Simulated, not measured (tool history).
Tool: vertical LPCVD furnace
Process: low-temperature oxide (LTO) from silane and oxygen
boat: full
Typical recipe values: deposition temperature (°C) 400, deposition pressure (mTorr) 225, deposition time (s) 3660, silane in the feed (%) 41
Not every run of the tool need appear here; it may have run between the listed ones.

| run | day | deposition temperature (°C) | deposition pressure (mTorr) | deposition time (s) | silane in the feed (%) | read-back reference wafer on the same gauge, thickness | film thickness on the monitor wafer in the middle of the boat (nm) |
|---|---|---|---|---|---|---|---|
| 1 | 0.000 | 400 | 225 | 3660 | 41 | 671.74 | 622.37 |
| 2 | 0.738 | 400 | 225 | 3660 | 41 | 672.05 | 622.78 |
| 3 | 1.721 | 393 | 225 | 3660 | 36 | 672.05 | 488.63 |
| 4 | 3.133 | 393 | 225 | 3660 | 36 | 672.07 | 490.96 |
| 5 | 4.471 | 393 | 225 | 3660 | 36 | 671.86 | 491.42 |
| 6 | 5.617 | 400 | 185 | 3660 | 41 | 671.86 | 511.95 |
| 7 | 6.179 | 400 | 225 | 3300 | 41 | 671.87 | 561.13 |
|  | 7.554 | silane flow controller replaced |
| 8 | 7.575 | 400 | 225 | 3300 | 41 | 672.21 | 560.12 |
|  | 8.629 | pressure gauge zeroed |
| 9 | 8.650 | 406 | 225 | 4170 | 41 | 672.03 | 757.43 |
| 10 | 9.838 | 400 | 225 | 3660 | 41 | 671.97 | 622.13 |

Expected results for the next run?
|  | 11.233 | gauge calibrated |
|  | 11.262 | thermocouples replaced and temperature profile calibrated |
| 11 | 11.283 | 400 | 225 | 3660 | 41 | ? | ? |

{"run 11": {"read-back reference wafer on the same gauge, thickness": 672.05, "film thickness on the monitor wafer in the middle of the boat (nm)": 595.56}}
Were there no unlogged condition in the tool, this run, its random variation unchanged, would have produced film thickness on the monitor wafer in the middle of the boat (nm) 591.13.
